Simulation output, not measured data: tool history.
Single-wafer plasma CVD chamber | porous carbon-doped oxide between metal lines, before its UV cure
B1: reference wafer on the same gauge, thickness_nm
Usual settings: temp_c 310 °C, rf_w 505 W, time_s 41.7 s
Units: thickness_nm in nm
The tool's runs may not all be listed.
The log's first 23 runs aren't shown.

-- day=11.429 RF generator calibrated
run 24 day=11.45 | temp_c=310 rf_w=440 time_s=36.8 | B1=197.091 | thickness_nm=164.464
run 25 day=11.912 | temp_c=310 rf_w=505 time_s=41.7 | B1=196.953 | thickness_nm=206.592
run 26 day=12.267 | temp_c=301 rf_w=505 time_s=37 | B1=197.101 | thickness_nm=192.835
run 27 day=12.808 | temp_c=306 rf_w=505 time_s=41.7 | B1=196.936 | thickness_nm=210.64
run 28 day=14.258 | temp_c=315 rf_w=505 time_s=35.1 | B1=197.091 | thickness_nm=170.796
run 29 day=15.412 | temp_c=305 rf_w=595 time_s=41.7 | B1=197.11 | thickness_nm=239.189
run 30 day=15.758 | temp_c=305 rf_w=565 time_s=37.9 | B1=196.922 | thickness_nm=211.816
run 31 day=16.017 | temp_c=310 rf_w=455 time_s=38.1 | B1=197.132 | thickness_nm=175.328
run 32 day=16.392 | temp_c=323 rf_w=435 time_s=45.6 | B1=197.113 | thickness_nm=188.809
run 33 day=16.788 | temp_c=310 rf_w=470 time_s=44.2 | B1=196.997 | thickness_nm=206.751
run 34 day=17.071 | temp_c=310 rf_w=505 time_s=41.7 | B1=197.036 | thickness_nm=206.266

4 ways to go on from here, each from the tool as it stands after run 34. What would each give?
run A day=17.088 | temp_c=310 rf_w=505 time_s=41.7 | B1=? | thickness_nm=?
run B day=17.088 | temp_c=320 rf_w=455 time_s=41.7 | B1=? | thickness_nm=?
run C day=17.088 | temp_c=325 rf_w=560 time_s=48.9 | B1=? | thickness_nm=?
run D day=17.088 | temp_c=301 rf_w=575 time_s=34 | B1=? | thickness_nm=?

run=A B1=197.051 thickness_nm=207.076
run=B B1=197.051 thickness_nm=181.959
run=C B1=197.051 thickness_nm=244.506
run=D B1=197.051 thickness_nm=195.535
Without the tool's hidden state the same runs would have given:
run=A thickness_nm=207.076
run=B thickness_nm=181.959
run=C thickness_nm=244.506
run=D thickness_nm=195.535
